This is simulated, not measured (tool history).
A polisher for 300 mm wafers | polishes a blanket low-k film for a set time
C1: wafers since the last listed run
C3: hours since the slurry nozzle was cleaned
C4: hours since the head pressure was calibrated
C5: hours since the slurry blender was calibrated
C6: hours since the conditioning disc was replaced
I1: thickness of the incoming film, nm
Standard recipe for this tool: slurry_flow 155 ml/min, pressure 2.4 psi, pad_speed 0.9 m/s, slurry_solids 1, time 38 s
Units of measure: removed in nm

{"run": 1, "hour": 0.0, "slurry_flow": 155, "pressure": 2.4, "pad_speed": 0.9, "slurry_solids": 1, "time": 38, "C1": 0, "wafers polished on this pad": 2671, "C3": 317.6, "C4": 668.4, "C5": 38.1, "C6": 441.2, "I1": 390.8, "removed": 14.8}
{"hour": 19.3, "done": "worn pad replaced by a new one"}
{"hour": 46.6, "done": "conditioning disc replaced and pad reconditioned"}
{"run": 2, "hour": 76.6, "slurry_flow": 155, "pressure": 2.4, "pad_speed": 0.9, "slurry_solids": 1, "time": 38, "C1": 596, "wafers polished on this pad": 466, "C3": 394.2, "C4": 745, "C5": 114.7, "C6": 30, "I1": 387.9, "removed": 16}
{"run": 3, "hour": 147.3, "slurry_flow": 155, "pressure": 2.4, "pad_speed": 0.9, "slurry_solids": 1, "time": 38, "C1": 597, "wafers polished on this pad": 1063, "C3": 464.9, "C4": 815.7, "C5": 185.4, "C6": 100.7, "I1": 391.1, "removed": 15.6}
{"run": 4, "hour": 220.2, "slurry_flow": 170, "pressure": 2, "pad_speed": 0.9, "slurry_solids": 1, "time": 38, "C1": 615, "wafers polished on this pad": 1679, "C3": 537.8, "C4": 888.6, "C5": 258.3, "C6": 173.6, "I1": 393.9, "removed": 12.5}
{"hour": 233.1, "done": "slurry blender recalibrated"}
{"run": 5, "hour": 261.3, "slurry_flow": 170, "pressure": 2, "pad_speed": 0.9, "slurry_solids": 1, "time": 38, "C1": 330, "wafers polished on this pad": 2009, "C3": 578.9, "C4": 929.7, "C5": 28.2, "C6": 214.7, "I1": 384.2, "removed": 13.2}
{"hour": 294.2, "done": "worn pad replaced by a new one"}
{"run": 6, "hour": 308.5, "slurry_flow": 170, "pressure": 2, "pad_speed": 0.9, "slurry_solids": 1, "time": 38, "C1": 364, "wafers polished on this pad": 121, "C3": 626.1, "C4": 976.9, "C5": 75.4, "C6": 261.9, "I1": 391.3, "removed": 13.3}
{"run": 7, "hour": 428.8, "slurry_flow": 155, "pressure": 2.4, "pad_speed": 0.9, "slurry_solids": 1, "time": 38, "C1": 1016, "wafers polished on this pad": 1137, "C3": 746.4, "C4": 1097.2, "C5": 195.7, "C6": 382.2, "I1": 384.5, "removed": 14.6}
{"hour": 471.5, "done": "slurry nozzle cleaned"}
{"run": 8, "hour": 490.7, "slurry_flow": 155, "pressure": 2.4, "pad_speed": 0.9, "slurry_solids": 1, "time": 38, "C1": 514, "wafers polished on this pad": 1651, "C3": 19.2, "C4": 1159.1, "C5": 257.6, "C6": 444.1, "I1": 397.1, "removed": 14.2}
{"hour": 497.6, "done": "slurry blender recalibrated"}
{"hour": 554.7, "done": "head pressure recalibrated"}
{"hour": 555.1, "done": "conditioning disc replaced and pad reconditioned"}
{"hour": 613.5, "done": "worn pad replaced by a new one"}
{"run": 9, "hour": 687.4, "slurry_flow": 155, "pressure": 2.4, "pad_speed": 0.9, "slurry_solids": 1, "time": 38, "C1": 1590, "wafers polished on this pad": 623, "C3": 215.9, "C4": 132.7, "C5": 189.8, "C6": 132.3, "I1": 384.8, "removed": 15.4}
{"run": 10, "hour": 769.4, "slurry_flow": 155, "pressure": 2.4, "pad_speed": 1, "slurry_solids": 1, "time": 28, "C1": 692, "wafers polished on this pad": 1316, "C3": 297.9, "C4": 214.7, "C5": 271.8, "C6": 214.3, "I1": 390, "removed": 11.7}
{"hour": 791.2, "done": "slurry blender recalibrated"}
{"run": 11, "hour": 836.6, "slurry_flow": 155, "pressure": 2.4, "pad_speed": 0.9, "slurry_solids": 1, "time": 48, "C1": 550, "wafers polished on this pad": 1867, "C3": 365.1, "C4": 281.9, "C5": 45.4, "C6": 281.5, "I1": 385, "removed": 19.4}
{"hour": 880.3, "done": "worn pad replaced by a new one"}
{"run": 12, "hour": 924.7, "slurry_flow": 155, "pressure": 2.4, "pad_speed": 0.9, "slurry_solids": 1, "time": 38, "C1": 710, "wafers polished on this pad": 374, "C3": 453.2, "C4": 370, "C5": 133.5, "C6": 369.6, "I1": 385.1, "removed": 15.3}
{"run": 13, "hour": 1002.3, "slurry_flow": 155, "pressure": 2.4, "pad_speed": 0.8, "slurry_solids": 0.7, "time": 38, "C1": 655, "wafers polished on this pad": 1030, "C3": 530.8, "C4": 447.6, "C5": 211.1, "C6": 447.2, "I1": 389.8, "removed": 10.5}
{"hour": 1007.6, "done": "conditioning disc replaced and pad reconditioned"}
{"run": 14, "hour": 1064.7, "slurry_flow": 135, "pressure": 1.9, "pad_speed": 0.9, "slurry_solids": 1, "time": 38, "C1": 510, "wafers polished on this pad": 1540, "C3": 593.2, "C4": 510, "C5": 273.5, "C6": 57.1, "I1": 398.2, "removed": 11.9}
{"hour": 1104.1, "done": "slurry blender recalibrated"}
{"hour": 1147.8, "done": "worn pad replaced by a new one"}
{"run": 15, "hour": 1166.8, "slurry_flow": 155, "pressure": 2.4, "pad_speed": 1.16, "slurry_solids": 1, "time": 38, "C1": 811, "wafers polished on this pad": 160, "C3": 695.3, "C4": 612.1, "C5": 62.7, "C6": 159.2, "I1": 387.3, "removed": 19.4}
{"run": 16, "hour": 1248.9, "slurry_flow": 155, "pressure": 2.8, "pad_speed": 1.18, "slurry_solids": 0.9, "time": 31, "C1": 693, "wafers polished on this pad": 853, "C3": 777.4, "C4": 694.2, "C5": 144.8, "C6": 241.3, "I1": 390.7, "removed": 16.6}
{"hour": 1296.4, "done": "slurry nozzle cleaned"}
{"run": 17, "hour": 1355.6, "slurry_flow": 185, "pressure": 2.4, "pad_speed": 0.9, "slurry_solids": 0.8, "time": 38, "C1": 892, "wafers polished on this pad": 1746, "C3": 59.2, "C4": 800.9, "C5": 251.5, "C6": 348, "I1": 394.2, "removed": 12.9}
{"hour": 1362.6, "done": "slurry blender recalibrated"}
{"run": 18, "hour": 1414.3, "slurry_flow": 155, "pressure": 2.4, "pad_speed": 0.9, "slurry_solids": 1, "time": 38, "C1": 478, "wafers polished on this pad": 2225, "C3": 117.9, "C4": 859.6, "C5": 51.7, "C6": 406.7, "I1": 388, "removed": 15}
{"hour": 1477.5, "done": "worn pad replaced by a new one"}
{"run": 19, "hour": 1493.2, "slurry_flow": 155, "pressure": 2.4, "pad_speed": 0.8, "slurry_solids": 1, "time": 38, "C1": 632, "wafers polished on this pad": 132, "C3": 196.8, "C4": 938.5, "C5": 130.6, "C6": 485.6, "I1": 387.6, "removed": 13.7}

Hidden state, per run?
removal rate lost through wear of the pad, %: 0 across all the runs
slurry flow missing at the pad, %: 0 across all the runs
deviation of the head's pressure from its setpoint, %: 0 across all the runs
H1: abrasive missing from the slurry, %
H2: time polished since the conditioner stopped cutting, s
run=1 H1=2.98 H2=244
run=2 H1=6.83 H2=23.9
run=3 H1=10.4 H2=61.7
run=4 H1=14.1 H2=101
run=5 H1=2.25 H2=123
run=6 H1=4.63 H2=148
run=7 H1=10.7 H2=212
run=8 H1=13.8 H2=245
run=9 H1=10.4 H2=78.8
run=10 H1=14.5 H2=123
run=11 H1=2.35 H2=158
run=12 H1=6.78 H2=206
run=13 H1=10.7 H2=247
run=14 H1=13.8 H2=51.2
run=15 H1=4.07 H2=106
run=16 H1=8.2 H2=150
run=17 H1=13.6 H2=207
run=18 H1=3.98 H2=238
run=19 H1=7.95 H2=280
